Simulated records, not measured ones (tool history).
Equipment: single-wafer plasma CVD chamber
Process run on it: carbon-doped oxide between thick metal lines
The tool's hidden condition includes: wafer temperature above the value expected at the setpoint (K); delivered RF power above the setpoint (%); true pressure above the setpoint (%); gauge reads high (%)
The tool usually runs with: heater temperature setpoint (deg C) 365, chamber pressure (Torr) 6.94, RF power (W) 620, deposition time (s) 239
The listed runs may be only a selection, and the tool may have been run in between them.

run     day  heater temperature setpoint (deg C)  chamber pressure (Torr)  RF power (W)  deposition time (s)  wafers since the last listed run  hours since the last thermocouple change  hours since the last RF generator calibration  hours since the last manometer calibration  hours since the showerhead was replaced  hours since the gauge calibration  read-back reference wafer on the same gauge, thickness_nm  mean film thickness on the monitor wafer (angstrom)
  1   0.000                                  365                     6.94           620                  239                                 0                                     617.3                                         1973.6                                       835.0                                   5728.5                               10.6                                                   1562.422                                             15116.91
  2   1.233                                  365                     6.94           620                  239                               281                                     646.9                                         2003.2                                       864.6                                   5758.1                               40.2                                                   1560.803                                             15042.01
  3   2.629                                  365                     6.39           620                  239                               318                                     680.4                                         2036.7                                       898.1                                   5791.6                               73.7                                                   1562.707                                             14938.58
  4   3.400                                  365                     6.47           620                  227                               175                                     698.9                                         2055.2                                       916.6                                   5810.1                               92.2                                                   1559.299                                             14257.11
  5   4.554                                  365                     6.94           620                  239                               263                                     726.6                                         2082.9                                       944.3                                   5837.8                              119.9                                                   1560.509                                             14981.88
  6   5.771                                  365                     6.94           620                  239                               277                                     755.8                                         2112.1                                       973.5                                   5867.0                              149.1                                                   1560.139                                             15086.43
      6.558  -- capacitance manometer re-zeroed and calibrated
  7   6.721                                  365                     6.94           620                  239                               140                                     778.6                                         2134.9                                         3.9                                   5889.8                              171.9                                                   1558.696                                             14863.11
  8   7.304                                  375                     5.58           620                  239                               133                                     792.6                                         2148.9                                        17.9                                   5903.8                              185.9                                                   1558.313                                             14487.03
  9   7.933                                  379                     6.94           620                  193                               143                                     807.7                                         2164.0                                        33.0                                   5918.9                              201.0                                                   1556.725                                             11792.55
 10   8.512                                  365                     6.94           620                  239                               132                                     821.6                                         2177.9                                        46.9                                   5932.8                              214.9                                                   1555.518                                             14905.57
 11   9.700                                  370                     6.94           620                  239                               271                                     850.1                                         2206.4                                        75.4                                   5961.3                              243.4                                                   1553.112                                             14835.00
 12  10.904                                  372                     6.94           730                  267                               274                                     879.0                                         2235.3                                       104.3                                   5990.2                              272.3                                                   1552.762                                             18259.54
 13  11.438                                  365                     6.94           620                  239                               121                                     891.8                                         2248.1                                       117.1                                   6003.0                              285.1                                                   1554.250                                             14976.94
 14  12.450                                  378                     7.76           685                  239                               231                                     916.1                                         2272.4                                       141.4                                   6027.3                              309.4                                                   1551.294                                             15737.50
     12.804  -- RF generator calibrated
 15  13.433                                  371                     5.97           620                  272                               148                                     939.7                                           15.1                                       165.0                                   6050.9                              333.0                                                   1548.408                                             16581.11
 16  14.433                                  378                     5.42           575                  239                               228                                     963.7                                           39.1                                       189.0                                   6074.9                              357.0                                                   1549.181                                             13503.12
     15.354  -- showerhead replaced
 17  15.654                                  365                     7.73           620                  265                               202                                     993.0                                           68.4                                       218.3                                      7.2                              386.3                                                   1545.380                                             16539.60
     16.846  -- thermocouple changed; heater temperature recalibrated
 18  16.867                                  365                     6.94           535                  239                               200                                       0.5                                           97.5                                       247.4                                     36.3                              415.4                                                   1548.650                                             13421.30
 19  17.421                                  365                     6.94           620                  274                               126                                      13.8                                          110.8                                       260.7                                     49.6                              428.7                                                   1545.972                                             17035.17
 20  18.879                                  365                     6.10           730                  239                               332                                      48.8                                          145.8                                       295.7                                     84.6                              463.7                                                   1541.750                                             16220.80
 21  19.938                                  365                     6.94           620                  239                               241                                      74.2                                          171.2                                       321.1                                    110.0                              489.1                                                   1538.192                                             14819.07
 22  21.029                                  365                     6.94           620                  239                               249                                     100.4                                          197.4                                       347.3                                    136.2                              515.3                                                   1537.174                                             14873.15
 23  21.908                                  365                     6.94           570                  252                               200                                     121.5                                          218.5                                       368.4                                    157.3                              536.4                                                   1537.116                                             14817.71
 24  22.592                                  365                     6.94           620                  239                               155                                     137.9                                          234.9                                       384.8                                    173.7                              552.8                                                   1530.199                                             14604.72
 25  23.875                                  375                     5.82           660                  223                               292                                     168.7                                          265.7                                       415.6                                    204.5                              583.6                                                   1530.243                                             13725.01
 26  24.775                                  365                     5.77           735                  239                               205                                     190.3                                          287.3                                       437.2                                    226.1                              605.2                                                   1528.271                                             16021.40
     25.408  -- gauge calibrated
 27  26.046                                  357                     6.94           535                  281                               290                                     220.8                                          317.8                                       467.7                                    256.6                               15.3                                                   1558.866                                             16361.69
 28  26.783                                  365                     6.94           620                  239                               168                                     238.5                                          335.5                                       485.4                                    274.3                               33.0                                                   1556.604                                             15008.47
 29  28.121                                  365                     5.60           695                  195                               305                                     270.6                                          367.6                                       517.5                                    306.4                               65.1                                                   1561.861                                             12933.66

What if the next run were any one of these 3? Each begins from the tool's condition after run 29:
  A  28.142                                  365                     6.94           620                  239                                 4                                     271.1                                          368.1                                       518.0                                    306.9                               65.6                                                          ?                                                    ?
  B  28.142                                  373                     7.71           620                  239                                 4                                     271.1                                          368.1                                       518.0                                    306.9                               65.6                                                          ?                                                    ?
  C  28.142                                  365                     7.52           620                  239                                 4                                     271.1                                          368.1                                       518.0                                    306.9                               65.6                                                          ?                                                    ?

run  read-back reference wafer on the same gauge, thickness_nm  mean film thickness on the monitor wafer (angstrom)
  A                                                   1560.281                                             15136.94
  B                                                   1560.281                                             15031.38
  C                                                   1560.281                                             15229.65
Without the tool's unlogged condition, the same runs would have read:
run  mean film thickness on the monitor wafer (angstrom)
  A                                             15125.74
  B                                             15020.26
  C                                             15218.38
